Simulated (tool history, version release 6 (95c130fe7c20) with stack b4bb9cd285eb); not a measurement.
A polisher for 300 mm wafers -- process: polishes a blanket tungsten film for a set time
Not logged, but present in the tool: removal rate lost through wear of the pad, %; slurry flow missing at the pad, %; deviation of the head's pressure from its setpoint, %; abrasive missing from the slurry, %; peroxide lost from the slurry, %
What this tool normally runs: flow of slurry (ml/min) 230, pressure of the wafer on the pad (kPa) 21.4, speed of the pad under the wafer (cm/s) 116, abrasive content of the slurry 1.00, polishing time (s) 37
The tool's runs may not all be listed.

run,hour,flow of slurry (ml/min),pressure of the wafer on the pad (kPa),speed of the pad under the wafer (cm/s),abrasive content of the slurry,polishing time (s),wafers since the last listed run,wafers polished on this pad,hours since the slurry nozzle was cleaned,hours since the head pressure was calibrated,hours since the slurry blender was calibrated,hours since the slurry got fresh peroxide,"incoming thickness of the incoming film, nm",film removed (Å)
1,0.0,230,18.6,116,1.00,45,0,386,458.7,127.6,187.8,15.7,702.0,1765
2,10.0,230,21.4,130,1.00,37,105,491,468.7,137.6,197.8,25.7,702.2,1889
3,22.2,230,21.4,146,1.00,37,128,619,480.9,149.8,210.0,37.9,696.7,2134
# hour 30.6: slurry blender recalibrated
4,38.0,230,21.4,146,1.00,37,145,764,496.7,165.6,7.4,53.7,709.1,2159
# hour 67.6: worn pad replaced by a new one
5,89.5,230,21.4,126,1.00,37,499,230,548.2,217.1,58.9,105.2,690.5,1867
6,103.8,230,21.4,126,1.00,37,150,380,562.5,231.4,73.2,119.5,699.5,1814
7,119.0,230,21.4,126,1.00,37,159,540,577.7,246.6,88.4,134.7,696.6,1853
8,134.5,230,21.4,116,1.00,37,162,703,593.2,262.1,103.9,150.2,701.5,1691
# hour 138.5: slurry nozzle cleaned
# hour 138.9: slurry tank refilled with fresh slurry and peroxide
9,148.1,230,21.4,116,1.00,37,128,831,9.6,275.7,117.5,9.2,688.2,1690
# hour 165.7: worn pad replaced by a new one
10,190.4,230,21.4,116,1.00,37,402,259,51.9,318.0,159.8,51.5,694.3,1680
11,207.6,230,26.2,116,1.00,37,180,440,69.1,335.2,177.0,68.7,712.5,2089
# hour 211.9: slurry blender recalibrated
# hour 213.9: head pressure recalibrated
12,221.0,160,21.4,116,1.00,46,99,539,82.5,7.1,9.1,82.1,703.2,2033
13,238.9,230,21.4,116,1.20,24,188,727,100.4,25.0,27.0,100.0,691.8,1149
14,248.3,230,21.4,116,1.10,45,98,826,109.8,34.4,36.4,109.4,689.4,2107
15,258.3,230,21.4,142,1.00,37,105,931,119.8,44.4,46.4,119.4,697.6,2086
16,272.9,230,21.4,116,1.25,48,153,1085,134.4,59.0,61.0,134.0,711.2,2346
# hour 286.0: worn pad replaced by a new one
# hour 289.5: slurry tank refilled with fresh slurry and peroxide
17,296.4,230,21.4,140,1.25,32,194,98,157.9,82.5,84.5,6.9,692.8,1845
18,309.2,230,21.4,116,1.00,37,134,233,170.7,95.3,97.3,19.7,711.0,1673
19,326.3,155,15.9,116,1.00,29,179,413,187.8,112.4,114.4,36.8,707.7,947
20,341.8,230,28.3,136,0.80,47,162,576,203.3,127.9,129.9,52.3,705.1,3144
21,349.1,230,21.4,130,1.00,37,76,652,210.6,135.2,137.2,59.6,708.1,1903
22,355.7,230,21.4,116,1.30,49,69,722,217.2,141.8,143.8,66.2,687.6,2415
23,364.8,230,21.4,116,1.00,28,95,817,226.3,150.9,152.9,75.3,698.1,1282
24,375.8,230,21.4,116,1.00,37,115,933,237.3,161.9,163.9,86.3,698.3,1695
# hour 393.3: worn pad replaced by a new one
25,393.8,280,21.4,116,1.00,37,147,5,255.3,179.9,181.9,104.3,693.1,1726
26,402.0,230,13.8,134,1.00,41,86,91,263.5,188.1,190.1,112.5,702.5,1390
27,409.7,230,21.4,116,1.00,24,80,172,271.2,195.8,197.8,120.2,696.4,1102

4 options for the next run, each taken on its own from the tool as it stands now. Forecast them:
A,410.1,230,21.4,116,1.00,37,4,176,271.6,196.2,198.2,120.6,702.7,?
B,410.1,230,21.4,98,1.00,37,4,176,271.6,196.2,198.2,120.6,702.7,?
C,410.1,230,21.4,116,1.20,37,4,176,271.6,196.2,198.2,120.6,702.7,?
D,410.1,230,21.4,126,0.75,45,4,176,271.6,196.2,198.2,120.6,702.7,?

run,film removed (Å)
A,1698
B,1435
C,1776
D,2092
The same runs, with their run-to-run variation unchanged, on a tool lacking any hidden condition would have given:
run,film removed (Å)
A,1698
B,1435
C,1776
D,2092
